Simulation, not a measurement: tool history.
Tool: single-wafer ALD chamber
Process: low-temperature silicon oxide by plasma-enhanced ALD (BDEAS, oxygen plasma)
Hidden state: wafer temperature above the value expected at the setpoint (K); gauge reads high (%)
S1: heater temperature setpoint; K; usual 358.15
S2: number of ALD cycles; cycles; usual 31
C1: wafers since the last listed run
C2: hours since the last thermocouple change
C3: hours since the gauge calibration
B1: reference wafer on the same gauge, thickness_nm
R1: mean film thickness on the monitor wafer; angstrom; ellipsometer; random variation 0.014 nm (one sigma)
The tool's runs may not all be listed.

run 1 hour=0 | S1=358.15 S2=31 | C1=0 C2=1365.9 C3=210.7 | B1=4.512 | R1=48.14
-- hour=22.4 gauge calibrated
run 2 hour=23.6 | S1=358.15 S2=31 | C1=215 C2=1389.5 C3=1.2 | B1=4.511 | R1=48.26
run 3 hour=53.4 | S1=358.15 S2=31 | C1=272 C2=1419.3 C3=31 | B1=4.508 | R1=48.11
run 4 hour=67.3 | S1=358.15 S2=31 | C1=127 C2=1433.2 C3=44.9 | B1=4.512 | R1=48.19
run 5 hour=85.3 | S1=358.15 S2=31 | C1=164 C2=1451.2 C3=62.9 | B1=4.514 | R1=48.21
run 6 hour=103.3 | S1=358.15 S2=31 | C1=164 C2=1469.2 C3=80.9 | B1=4.517 | R1=48.28
run 7 hour=121.1 | S1=358.15 S2=31 | C1=162 C2=1487 C3=98.7 | B1=4.506 | R1=48.4
run 8 hour=148.8 | S1=358.15 S2=31 | C1=253 C2=1514.7 C3=126.4 | B1=4.506 | R1=48.13
run 9 hour=172.5 | S1=358.15 S2=31 | C1=216 C2=1538.4 C3=150.1 | B1=4.512 | R1=48.49
run 10 hour=198.9 | S1=358.15 S2=33 | C1=241 C2=1564.8 C3=176.5 | B1=4.511 | R1=51.44
-- hour=215.2 gauge calibrated
run 11 hour=224.7 | S1=358.15 S2=31 | C1=235 C2=1590.6 C3=9.5 | B1=4.508 | R1=48.16
run 12 hour=245.3 | S1=346.15 S2=31 | C1=188 C2=1611.2 C3=30.1 | B1=4.513 | R1=50.2
-- hour=260.2 thermocouple changed; heater temperature recalibrated
run 13 hour=276.9 | S1=358.15 S2=31 | C1=215 C2=16.7 C3=61.7 | B1=4.506 | R1=48.17
run 14 hour=291.2 | S1=351.15 S2=35 | C1=130 C2=31 C3=76 | B1=4.506 | R1=55.69
run 15 hour=324.7 | S1=372.15 S2=27 | C1=306 C2=64.5 C3=109.5 | B1=4.503 | R1=40.18
run 16 hour=341.2 | S1=368.15 S2=33 | C1=150 C2=81 C3=126 | B1=4.51 | R1=49.67
run 17 hour=353.4 | S1=362.15 S2=35 | C1=111 C2=93.2 C3=138.2 | B1=4.513 | R1=53.89
run 18 hour=375.7 | S1=353.15 S2=29 | C1=203 C2=115.5 C3=160.5 | B1=4.51 | R1=45.94

Forecast each of these 5 alternatives for the next run:
run A hour=376.2 | S1=372.15 S2=31 | C1=4 C2=116 C3=161 | B1=? | R1=?
run B hour=376.2 | S1=346.15 S2=33 | C1=4 C2=116 C3=161 | B1=? | R1=?
run C hour=376.2 | S1=369.15 S2=35 | C1=4 C2=116 C3=161 | B1=? | R1=?
run D hour=376.2 | S1=354.15 S2=36 | C1=4 C2=116 C3=161 | B1=? | R1=?
run E hour=376.2 | S1=345.15 S2=26 | C1=4 C2=116 C3=161 | B1=? | R1=?

run=A B1=4.511 R1=46.27
run=B B1=4.511 R1=53.77
run=C B1=4.511 R1=52.79
run=D B1=4.511 R1=57.14
run=E B1=4.511 R1=42.5
Without the tool's hidden state the same runs would have given:
run=A R1=46.27
run=B R1=53.77
run=C R1=52.79
run=D R1=57.14
run=E R1=42.5
